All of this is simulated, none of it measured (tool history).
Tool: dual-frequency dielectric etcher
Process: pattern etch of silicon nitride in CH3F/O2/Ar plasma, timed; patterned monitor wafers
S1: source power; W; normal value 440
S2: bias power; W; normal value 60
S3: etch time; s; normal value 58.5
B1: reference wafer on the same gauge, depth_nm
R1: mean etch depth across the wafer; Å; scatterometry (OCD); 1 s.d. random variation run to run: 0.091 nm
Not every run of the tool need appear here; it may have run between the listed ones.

| run | hour | S1 | S2 | S3 | B1 | R1 |
|---|---|---|---|---|---|---|
| 1 | 0 | 440 | 60 | 58.5 | 45.79 | 428.9 |
| 2 | 77.8 | 440 | 60 | 58.5 | 45.86 | 430.7 |
| 3 | 137 | 440 | 60 | 58.5 | 45.74 | 430.1 |
| 4 | 205.4 | 440 | 60 | 58.5 | 45.8 | 429.8 |
|  | 290.2 | source power generator calibrated |
| 5 | 307.7 | 440 | 60 | 58.5 | 45.81 | 429.1 |
|  | 351.5 | wet clean of the chamber |
|  | 368.5 | upper electrode replaced |
| 6 | 369 | 440 | 64 | 58.5 | 45.8 | 440.6 |
| 7 | 393.1 | 440 | 64 | 58.5 | 45.82 | 441.8 |
| 8 | 432.3 | 500 | 60 | 43.5 | 45.8 | 328.3 |
|  | 487.1 | bias power generator calibrated |
| 9 | 520.7 | 350 | 52 | 43.5 | 45.83 | 286.4 |
| 10 | 598.3 | 440 | 60 | 58.5 | 45.77 | 425 |
| 11 | 660 | 440 | 64 | 58.5 | 45.79 | 434.7 |
|  | 687.2 | bias power generator calibrated, repeated, since the last time left the tool worse |
|  | 734.1 | gauge calibrated |
|  | 784.1 | wet clean of the chamber |
| 12 | 784.6 | 440 | 70 | 58.5 | 45.8 | 464.1 |
| 13 | 858.2 | 340 | 60 | 74 | 45.76 | 526 |
| 14 | 947.4 | 500 | 68 | 58.5 | 45.82 | 469.5 |

4 ways to go on from here, each from the tool as it stands after run 14. What would each give?
| A | 947.8 | 440 | 60 | 58.5 | ? | ? |
| B | 947.8 | 350 | 60 | 58.5 | ? | ? |
| C | 947.8 | 440 | 72 | 41.5 | ? | ? |
| D | 947.8 | 440 | 60 | 72 | ? | ? |

| run | B1 | R1 |
|---|---|---|
| A | 45.79 | 433.4 |
| B | 45.79 | 415.7 |
| C | 45.79 | 331.6 |
| D | 45.79 | 533.4 |
With the hidden condition removed and each run's random variation left untouched, the same runs would have given:
| run | R1 |
|---|---|
| A | 435.1 |
| B | 417.4 |
| C | 333 |
| D | 535.5 |

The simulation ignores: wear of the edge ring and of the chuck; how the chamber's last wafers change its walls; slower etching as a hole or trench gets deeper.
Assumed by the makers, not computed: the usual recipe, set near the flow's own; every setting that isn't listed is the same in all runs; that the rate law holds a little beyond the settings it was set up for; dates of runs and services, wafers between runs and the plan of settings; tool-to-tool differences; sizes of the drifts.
